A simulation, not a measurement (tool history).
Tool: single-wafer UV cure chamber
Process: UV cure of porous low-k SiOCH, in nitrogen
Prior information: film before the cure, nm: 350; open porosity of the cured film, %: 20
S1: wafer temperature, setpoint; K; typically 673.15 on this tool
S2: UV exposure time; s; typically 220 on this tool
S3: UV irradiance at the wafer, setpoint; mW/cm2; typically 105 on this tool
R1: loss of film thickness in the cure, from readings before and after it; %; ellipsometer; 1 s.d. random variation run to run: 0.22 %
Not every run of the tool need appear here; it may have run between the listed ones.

run    hour      S1   S2   S3      R1
  1       0  673.15  220  105  11.475
       47.8  -- quartz window cleaned
  2   102.5  663.15  220  105  11.379
  3     182  684.15  220  126  12.172
  4   255.6  684.15  220  126  11.651
      308.9  -- quartz window cleaned
  5   309.4  659.15  220  115  11.856
  6   382.3  659.15  220  115  10.842
      525.7  -- quartz window cleaned
      531.7  -- UV bulbs replaced
  7   651.2  673.15  220  105  11.393
  8   727.8  661.15  155  105   9.359
      747.6  -- quartz window cleaned
  9   825.7  662.15  350  125  14.459
 10     895  673.15  100  137   8.551
 11   933.7  659.15  160   94   8.611
     1006.5  -- quartz window cleaned
 12  1007.1  673.15  220  105  12.057
 13  1097.9  658.15  105  105   7.322
 14  1170.4  688.15  100  142   8.476

5 options for the next run, each taken on its own from the tool as it stands now. Forecast them:
  A  1170.8  673.15  220  105   ?
  B  1170.8  659.15  220  135   ?
  C  1170.8  685.15  220  145   ?
  D  1170.8  688.15  110  132   ?
  E  1170.8  673.15  220  118   ?

run      R1
  A  10.513
  B  11.439
  C  12.266
  D   8.656
  E  11.061
The same runs, with their run-to-run variation unchanged, on a tool lacking any hidden condition would have given:
run      R1
  A  12.501
  B  13.472
  C  14.337
  D  10.552
  E  13.076
